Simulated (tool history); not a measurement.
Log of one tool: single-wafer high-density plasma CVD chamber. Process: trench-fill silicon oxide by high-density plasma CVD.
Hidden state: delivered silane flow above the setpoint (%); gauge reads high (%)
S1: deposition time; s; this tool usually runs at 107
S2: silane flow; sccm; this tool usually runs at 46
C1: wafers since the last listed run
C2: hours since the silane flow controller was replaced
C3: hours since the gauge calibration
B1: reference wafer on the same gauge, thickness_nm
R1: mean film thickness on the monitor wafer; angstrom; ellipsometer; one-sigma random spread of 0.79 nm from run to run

run   hour   S1  S2   C1      C2     C3       B1       R1
  1      0  107  46    0  3921.3  550.7  553.843  5152.21
  2   19.1  107  46  228  3940.4  569.8  554.157  5161.19
  3   42.9  100  46  284  3964.2  593.6  554.055  4828.89
  4   56.3  100  46  159  3977.6    607  554.266  4825.18
  5     84  107  50  330  4005.3  634.7  553.776  5522.03
  6  106.6  107  50  269  4027.9  657.3   553.78  5502.01
  7  133.3  107  46  318  4054.6    684  553.872  5159.28
  8  152.2  107  46  225  4073.5  702.9  553.834  5166.64
  9  175.9   97  46  282  4097.2  726.6  553.994  4670.32
 10    204   97  46  335  4125.3  754.7  553.902  4675.92
 11  229.2  107  46  300  4150.5  779.9  553.967  5158.11
     248.5  -- gauge calibrated
 12  268.9  107  46  474  4190.2   20.4   553.94   5160.4
 13  293.2  107  46  290  4214.5   44.7  554.022  5181.72
 14  314.3  107  46  251  4235.6   65.8   553.99   5163.4
 15  332.9   97  46  222  4254.2   84.4  553.583   4690.8
 16  363.8  100  39  368  4285.1  115.3  554.193  4256.49
 17  399.4  107  46  425  4320.7  150.9  553.685  5161.58
     424.6  -- silane flow controller replaced
 18  428.7   97  46  254     4.1  180.2  553.932  4793.09
 19  452.3   90  38  281    27.7  203.8   554.12  3843.46

What does the tool deliver on the next run?
 20  473.7  93  43  255  49.1  225.2   ?   ?

Run 20 gave B1 553.974, R1 4367.03 angstrom.
With no hidden state in the tool, this same run would have given R1 4121.52 angstrom.
